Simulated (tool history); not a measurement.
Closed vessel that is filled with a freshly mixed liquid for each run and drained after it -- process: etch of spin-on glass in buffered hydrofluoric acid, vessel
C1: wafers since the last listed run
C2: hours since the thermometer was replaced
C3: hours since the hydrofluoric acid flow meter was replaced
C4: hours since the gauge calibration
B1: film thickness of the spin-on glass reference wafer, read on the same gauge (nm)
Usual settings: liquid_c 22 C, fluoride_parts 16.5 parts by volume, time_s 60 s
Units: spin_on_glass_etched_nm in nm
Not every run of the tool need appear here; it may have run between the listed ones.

{"run": 1, "hour": 0.0, "liquid_c": 22, "fluoride_parts": 14.5, "time_s": 60, "C1": 0, "C2": 399.5, "C3": 1890.4, "C4": 205.9, "B1": 110.98, "spin_on_glass_etched_nm": 82.26}
{"run": 2, "hour": 34.7, "liquid_c": 18.5, "fluoride_parts": 16.5, "time_s": 60, "C1": 2521, "C2": 434.2, "C3": 1925.1, "C4": 240.6, "B1": 111.18, "spin_on_glass_etched_nm": 59.33}
{"run": 3, "hour": 101.6, "liquid_c": 18.5, "fluoride_parts": 16.5, "time_s": 60, "C1": 4860, "C2": 501.1, "C3": 1992, "C4": 307.5, "B1": 111.46, "spin_on_glass_etched_nm": 59.99}
{"run": 4, "hour": 133.9, "liquid_c": 23, "fluoride_parts": 16.5, "time_s": 60, "C1": 2346, "C2": 533.4, "C3": 2024.3, "C4": 339.8, "B1": 111.6, "spin_on_glass_etched_nm": 76.34}
{"run": 5, "hour": 190.3, "liquid_c": 23, "fluoride_parts": 16.5, "time_s": 60, "C1": 4097, "C2": 589.8, "C3": 2080.7, "C4": 396.2, "B1": 111.86, "spin_on_glass_etched_nm": 76.71}
{"run": 6, "hour": 248.4, "liquid_c": 23, "fluoride_parts": 16.5, "time_s": 60, "C1": 4221, "C2": 647.9, "C3": 2138.8, "C4": 454.3, "B1": 112.13, "spin_on_glass_etched_nm": 76.69}
{"run": 7, "hour": 283.9, "liquid_c": 22, "fluoride_parts": 16.5, "time_s": 60, "C1": 2579, "C2": 683.4, "C3": 2174.3, "C4": 489.8, "B1": 112.26, "spin_on_glass_etched_nm": 73.01}
{"hour": 285.6, "done": "hydrofluoric acid flow meter replaced"}
{"run": 8, "hour": 342.8, "liquid_c": 22, "fluoride_parts": 16.5, "time_s": 60, "C1": 4206, "C2": 742.3, "C3": 57.2, "C4": 548.7, "B1": 112.51, "spin_on_glass_etched_nm": 72.81}
{"run": 9, "hour": 390.6, "liquid_c": 22, "fluoride_parts": 16.5, "time_s": 30, "C1": 3472, "C2": 790.1, "C3": 105, "C4": 596.5, "B1": 112.72, "spin_on_glass_etched_nm": 36.66}
{"hour": 452.0, "done": "thermometer replaced"}
{"run": 10, "hour": 494.8, "liquid_c": 25.5, "fluoride_parts": 16.5, "time_s": 70, "C1": 7497, "C2": 42.8, "C3": 209.2, "C4": 700.7, "B1": 113.19, "spin_on_glass_etched_nm": 103.98}
{"hour": 531.7, "done": "gauge calibrated"}
{"run": 11, "hour": 554.0, "liquid_c": 17, "fluoride_parts": 20.5, "time_s": 80, "C1": 4301, "C2": 102, "C3": 268.4, "C4": 22.3, "B1": 109.88, "spin_on_glass_etched_nm": 58.49}
{"run": 12, "hour": 600.0, "liquid_c": 22, "fluoride_parts": 16.5, "time_s": 70, "C1": 3341, "C2": 148, "C3": 314.4, "C4": 68.3, "B1": 110.1, "spin_on_glass_etched_nm": 83.44}
{"run": 13, "hour": 639.8, "liquid_c": 22, "fluoride_parts": 19, "time_s": 60, "C1": 2891, "C2": 187.8, "C3": 354.2, "C4": 108.1, "B1": 110.27, "spin_on_glass_etched_nm": 62.27}
{"run": 14, "hour": 690.5, "liquid_c": 22, "fluoride_parts": 16.5, "time_s": 60, "C1": 3683, "C2": 238.5, "C3": 404.9, "C4": 158.8, "B1": 110.5, "spin_on_glass_etched_nm": 71.73}
{"run": 15, "hour": 748.2, "liquid_c": 22, "fluoride_parts": 20, "time_s": 40, "C1": 4192, "C2": 296.2, "C3": 462.6, "C4": 216.5, "B1": 110.72, "spin_on_glass_etched_nm": 39.89}
{"run": 16, "hour": 777.0, "liquid_c": 24.5, "fluoride_parts": 19, "time_s": 85, "C1": 2092, "C2": 325, "C3": 491.4, "C4": 245.3, "B1": 110.87, "spin_on_glass_etched_nm": 102.38}

Below are 4 alternative next runs, each starting from the tool's condition after run 16. Predict each:
{"run": "A", "hour": 777.7, "liquid_c": 22, "fluoride_parts": 16.5, "time_s": 60, "C1": 50, "C2": 325.7, "C3": 492.1, "C4": 246, "B1": "?", "spin_on_glass_etched_nm": "?"}
{"run": "B", "hour": 777.7, "liquid_c": 24, "fluoride_parts": 21.5, "time_s": 30, "C1": 50, "C2": 325.7, "C3": 492.1, "C4": 246, "B1": "?", "spin_on_glass_etched_nm": "?"}
{"run": "C", "hour": 777.7, "liquid_c": 22, "fluoride_parts": 16.5, "time_s": 95, "C1": 50, "C2": 325.7, "C3": 492.1, "C4": 246, "B1": "?", "spin_on_glass_etched_nm": "?"}
{"run": "D", "hour": 777.7, "liquid_c": 22, "fluoride_parts": 11, "time_s": 95, "C1": 50, "C2": 325.7, "C3": 492.1, "C4": 246, "B1": "?", "spin_on_glass_etched_nm": "?"}

run=A B1=110.87 spin_on_glass_etched_nm=72.25
run=B B1=110.87 spin_on_glass_etched_nm=31.74
run=C B1=110.87 spin_on_glass_etched_nm=114.39
run=D B1=110.87 spin_on_glass_etched_nm=170.24
Without the tool's hidden state the same runs would have given:
run=A spin_on_glass_etched_nm=71.68
run=B spin_on_glass_etched_nm=31.49
run=C spin_on_glass_etched_nm=113.49
run=D spin_on_glass_etched_nm=168.9
